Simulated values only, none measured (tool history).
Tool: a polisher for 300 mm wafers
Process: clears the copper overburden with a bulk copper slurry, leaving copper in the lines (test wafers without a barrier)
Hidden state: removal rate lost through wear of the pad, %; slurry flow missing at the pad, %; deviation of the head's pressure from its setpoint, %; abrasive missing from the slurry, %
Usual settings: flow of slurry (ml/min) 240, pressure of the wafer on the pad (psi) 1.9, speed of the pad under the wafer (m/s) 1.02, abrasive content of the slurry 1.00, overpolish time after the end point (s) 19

run	day	flow of slurry (ml/min)	pressure of the wafer on the pad (psi)	speed of the pad under the wafer (m/s)	abrasive content of the slurry	overpolish time after the end point (s)	wafers since the last listed run	wafers polished on this pad	hours since the slurry nozzle was cleaned	hours since the head pressure was calibrated	hours since the slurry blender was calibrated	incoming thickness of the incoming film, nm	time until the end point was called (s)	dishing of a wide line in a test structure (nm)
1	0.000	240	1.9	1.02	1.00	14	0	245	113.0	699.6	67.4	805.6	124.8	52.8
2	1.167	240	1.9	1.02	1.00	19	282	528	141.0	727.6	95.4	794.4	124.3	62.9
3	1.679	240	1.9	1.02	1.00	19	124	653	153.3	739.9	107.7	804.3	125.8	66.0
4	2.808	240	1.9	1.02	1.00	19	273	926	180.4	767.0	134.8	804.0	129.5	62.4
5	4.292	240	1.9	1.02	1.00	26	359	1286	216.0	802.6	170.4	794.3	127.4	70.7
# day 4.708: worn pad replaced by a new one
6	5.288	240	1.9	1.16	1.00	19	201	140	239.9	826.5	194.3	795.2	115.3	67.2
7	6.704	240	1.9	1.16	1.00	19	343	484	273.9	860.5	228.3	812.0	114.6	64.2
# day 7.158: slurry nozzle cleaned
8	7.492	240	1.9	1.02	1.00	19	180	665	8.0	879.4	247.2	804.4	132.9	60.8
# day 8.325: slurry blender recalibrated
9	8.346	240	1.9	1.02	1.00	19	186	852	28.5	899.9	0.5	807.7	128.9	67.6
10	9.008	240	1.9	1.02	1.00	19	160	1012	44.4	915.8	16.4	810.1	125.6	63.9
# day 9.867: worn pad replaced by a new one
11	10.429	240	1.9	1.02	1.00	19	304	136	78.5	949.9	50.5	808.5	126.7	62.5
12	11.217	240	1.9	1.16	1.00	19	190	327	97.4	968.8	69.4	801.1	110.7	68.7
13	12.496	240	1.9	1.02	1.00	19	310	637	128.1	999.5	100.1	802.0	126.2	62.8
14	13.446	240	1.5	1.02	0.85	19	230	867	150.9	1022.3	122.9	810.8	149.6	56.7
15	14.012	310	1.9	0.86	1.00	29	137	1005	164.5	1035.9	136.5	809.2	146.6	74.3
# day 14.379: worn pad replaced by a new one
# day 14.492: head pressure recalibrated
16	15.004	160	1.9	1.02	1.00	19	179	130	188.3	12.3	160.3	807.8	138.9	60.6

Run 17 comes next. What will it give?
17	15.892	205	1.9	1.02	1.00	19	215	346	209.6	33.6	181.6	819.4	?	?

time until the end point was called (s): 133.9
dishing of a wide line in a test structure (nm): 61.1
Without the tool's hidden state the same run would have given time until the end point was called (s) 128.5, dishing of a wide line in a test structure (nm) 62.6.
